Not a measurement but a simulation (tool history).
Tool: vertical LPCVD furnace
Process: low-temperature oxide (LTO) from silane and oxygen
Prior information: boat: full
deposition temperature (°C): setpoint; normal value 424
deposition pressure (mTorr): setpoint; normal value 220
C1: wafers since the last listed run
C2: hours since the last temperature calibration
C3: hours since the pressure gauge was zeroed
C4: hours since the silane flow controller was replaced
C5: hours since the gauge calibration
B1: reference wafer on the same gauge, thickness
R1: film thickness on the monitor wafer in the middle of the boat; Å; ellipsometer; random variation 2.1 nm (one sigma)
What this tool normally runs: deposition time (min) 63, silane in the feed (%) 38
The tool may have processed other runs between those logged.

run 1 day=0 | deposition_temperature_(°C)=424 deposition_pressure_(mTorr)=220 deposition_time_(min)=63 silane_in_the_feed_(%)=38 | C1=0 C2=1356.3 C3=1256.9 C4=3085.7 C5=352.7 | B1=737.86 | R1=8078.5
run 2 day=1.229 | deposition_temperature_(°C)=424 deposition_pressure_(mTorr)=180 deposition_time_(min)=54 silane_in_the_feed_(%)=38 | C1=442 C2=1385.8 C3=1286.4 C4=3115.2 C5=382.2 | B1=736.84 | R1=5664.3
run 3 day=3.242 | deposition_temperature_(°C)=424 deposition_pressure_(mTorr)=185 deposition_time_(min)=63 silane_in_the_feed_(%)=38 | C1=724 C2=1434.1 C3=1334.7 C4=3163.5 C5=430.5 | B1=737.38 | R1=6819.1
run 4 day=5.15 | deposition_temperature_(°C)=424 deposition_pressure_(mTorr)=220 deposition_time_(min)=63 silane_in_the_feed_(%)=38 | C1=686 C2=1479.9 C3=1380.5 C4=3209.3 C5=476.3 | B1=737.66 | R1=8095.5
run 5 day=6.967 | deposition_temperature_(°C)=424 deposition_pressure_(mTorr)=180 deposition_time_(min)=63 silane_in_the_feed_(%)=38 | C1=653 C2=1523.5 C3=1424.1 C4=3252.9 C5=519.9 | B1=737.43 | R1=6651.6
run 6 day=8.075 | deposition_temperature_(°C)=424 deposition_pressure_(mTorr)=180 deposition_time_(min)=63 silane_in_the_feed_(%)=38 | C1=398 C2=1550.1 C3=1450.7 C4=3279.5 C5=546.5 | B1=737.03 | R1=6642.9
run 7 day=9.983 | deposition_temperature_(°C)=424 deposition_pressure_(mTorr)=220 deposition_time_(min)=63 silane_in_the_feed_(%)=43 | C1=686 C2=1595.9 C3=1496.5 C4=3325.3 C5=592.3 | B1=736.26 | R1=9274.6
run 8 day=12.6 | deposition_temperature_(°C)=424 deposition_pressure_(mTorr)=220 deposition_time_(min)=63 silane_in_the_feed_(%)=43 | C1=941 C2=1658.7 C3=1559.3 C4=3388.1 C5=655.1 | B1=737.55 | R1=9301.7
run 9 day=14.975 | deposition_temperature_(°C)=424 deposition_pressure_(mTorr)=220 deposition_time_(min)=63 silane_in_the_feed_(%)=43 | C1=854 C2=1715.7 C3=1616.3 C4=3445.1 C5=712.1 | B1=737.83 | R1=9293.5
run 10 day=17.738 | deposition_temperature_(°C)=424 deposition_pressure_(mTorr)=165 deposition_time_(min)=63 silane_in_the_feed_(%)=38 | C1=994 C2=1782 C3=1682.6 C4=3511.4 C5=778.4 | B1=737.15 | R1=6110.3
-- day=20.846 silane flow controller replaced
run 11 day=20.867 | deposition_temperature_(°C)=432 deposition_pressure_(mTorr)=220 deposition_time_(min)=63 silane_in_the_feed_(%)=38 | C1=766 C2=1857.1 C3=1757.7 C4=0.5 C5=853.5 | B1=735.82 | R1=8810.9
-- day=22.208 thermocouples replaced and temperature profile calibrated
run 12 day=22.283 | deposition_temperature_(°C)=424 deposition_pressure_(mTorr)=220 deposition_time_(min)=56 silane_in_the_feed_(%)=41 | C1=149 C2=1.8 C3=1791.7 C4=34.5 C5=887.5 | B1=737.2 | R1=7885.5
-- day=22.671 gauge calibrated
-- day=26.804 pressure gauge zeroed
run 13 day=30.825 | deposition_temperature_(°C)=416 deposition_pressure_(mTorr)=175 deposition_time_(min)=55.5 silane_in_the_feed_(%)=38 | C1=2713 C2=206.8 C3=96.5 C4=239.5 C5=195.7 | B1=736.24 | R1=5141.3
run 14 day=33.425 | deposition_temperature_(°C)=424 deposition_pressure_(mTorr)=220 deposition_time_(min)=63 silane_in_the_feed_(%)=38 | C1=935 C2=269.2 C3=158.9 C4=301.9 C5=258.1 | B1=736.6 | R1=7936.9
run 15 day=35.146 | deposition_temperature_(°C)=419 deposition_pressure_(mTorr)=220 deposition_time_(min)=63 silane_in_the_feed_(%)=38 | C1=619 C2=310.5 C3=200.2 C4=343.2 C5=299.4 | B1=737.63 | R1=7548.3
run 16 day=37.304 | deposition_temperature_(°C)=424 deposition_pressure_(mTorr)=185 deposition_time_(min)=63 silane_in_the_feed_(%)=32 | C1=776 C2=362.3 C3=252 C4=395 C5=351.2 | B1=737.48 | R1=5373.2

What differs in the tool's unlogged condition from the final listed run ahead of each entry between runs to the first listed run following it?
Between runs 10 and 11: silane flow controller replaced (day 20.846)
  true pressure minus gauge reading, mTorr: 5.19 -> 5.58
  measured result minus the result with no hidden state, R1: +186.5 -> +218 Å
Between runs 11 and 12: thermocouples replaced and temperature profile calibrated (day 22.208)
  true pressure minus gauge reading, mTorr: 5.58 -> 5.76
  measured result minus the result with no hidden state, R1: +218 -> +201.2 Å
Between runs 12 and 13: gauge calibrated (day 22.671); pressure gauge zeroed (day 26.804)
  true pressure minus gauge reading, mTorr: 5.76 -> 0.0905
  measured result minus the result with no hidden state, R1: +201.2 -> +2.7 Å

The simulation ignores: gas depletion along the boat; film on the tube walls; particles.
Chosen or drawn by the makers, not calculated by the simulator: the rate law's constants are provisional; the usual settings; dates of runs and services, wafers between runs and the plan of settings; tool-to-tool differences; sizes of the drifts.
